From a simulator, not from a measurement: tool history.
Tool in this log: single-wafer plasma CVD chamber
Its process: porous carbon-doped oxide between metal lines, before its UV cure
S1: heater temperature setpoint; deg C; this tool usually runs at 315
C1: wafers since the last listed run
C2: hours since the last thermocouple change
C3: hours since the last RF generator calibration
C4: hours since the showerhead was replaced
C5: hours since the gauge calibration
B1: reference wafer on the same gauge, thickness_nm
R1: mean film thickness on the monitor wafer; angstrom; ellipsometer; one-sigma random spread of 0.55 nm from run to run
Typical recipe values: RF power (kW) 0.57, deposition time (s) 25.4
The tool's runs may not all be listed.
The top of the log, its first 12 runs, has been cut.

Run 13, hour 300.3: usual settings; C1 386; C2 1502.2; C3 2440.4; C4 19.5; C5 346.1; B1 148.12. Result: R1 1392.4 angstrom.
Run 14, hour 315: usual settings; C1 373; C2 1516.9; C3 2455.1; C4 34.2; C5 360.8; B1 147.971. Result: R1 1403.37 angstrom.
At hour 330.4: thermocouple changed; heater temperature recalibrated.
Run 15, hour 334.5: usual settings; C1 292; C2 4.1; C3 2474.6; C4 53.7; C5 380.3; B1 148.08. Result: R1 1409.85 angstrom.
Run 16, hour 360.9: usual settings but S1 304 deg C, RF power (kW) 0.515, deposition time (s) 23.9; C1 671; C2 30.5; C3 2501; C4 80.1; C5 406.7; B1 148.041. Result: R1 1316.27 angstrom.
Run 17, hour 386.9: usual settings but S1 304 deg C, RF power (kW) 0.6, deposition time (s) 26.9; C1 661; C2 56.5; C3 2527; C4 106.1; C5 432.7; B1 147.72. Result: R1 1638.89 angstrom.
Run 18, hour 417.1: usual settings but S1 321 deg C, RF power (kW) 0.64, deposition time (s) 29.7; C1 768; C2 86.7; C3 2557.2; C4 136.3; C5 462.9; B1 147.845. Result: R1 1682.25 angstrom.
Run 19, hour 446.1: usual settings but deposition time (s) 22.9; C1 737; C2 115.7; C3 2586.2; C4 165.3; C5 491.9; B1 148.038. Result: R1 1246.67 angstrom.
At hour 469.8: RF generator calibrated.
Run 20, hour 470.3: usual settings but S1 326 deg C, RF power (kW) 0.64, deposition time (s) 27.3; C1 412; C2 139.9; C3 0.5; C4 189.5; C5 516.1; B1 147.943. Result: R1 1600 angstrom.
Run 21, hour 480.2: usual settings; C1 251; C2 149.8; C3 10.4; C4 199.4; C5 526; B1 147.933. Result: R1 1468.12 angstrom.
Run 22, hour 503.3: usual settings but S1 307 deg C, deposition time (s) 30.3; C1 587; C2 172.9; C3 33.5; C4 222.5; C5 549.1; B1 148.034. Result: R1 1842.81 angstrom.
At hour 510.9: gauge calibrated.
Run 23, hour 536.5: usual settings but S1 329 deg C, deposition time (s) 23.7; C1 844; C2 206.1; C3 66.7; C4 255.7; C5 25.6; B1 148.297. Result: R1 1265.25 angstrom.
Run 24, hour 565.1: usual settings; C1 727; C2 234.7; C3 95.3; C4 284.3; C5 54.2; B1 147.773. Result: R1 1461.61 angstrom.
Run 25, hour 592.1: usual settings but S1 308 deg C, RF power (kW) 0.62, deposition time (s) 28; C1 686; C2 261.7; C3 122.3; C4 311.3; C5 81.2; B1 147.785. Result: R1 1776.32 angstrom.

Forecast run 26:
Run 26, hour 614.4: usual settings; C1 567; C2 284; C3 144.6; C4 333.6; C5 103.5; B1 ?. Result: R1 ?.

{"run 26": {"B1": 148.133, "R1": 1460.07}}
With no hidden state in the tool, this same run would have given R1 1471.51 angstrom.

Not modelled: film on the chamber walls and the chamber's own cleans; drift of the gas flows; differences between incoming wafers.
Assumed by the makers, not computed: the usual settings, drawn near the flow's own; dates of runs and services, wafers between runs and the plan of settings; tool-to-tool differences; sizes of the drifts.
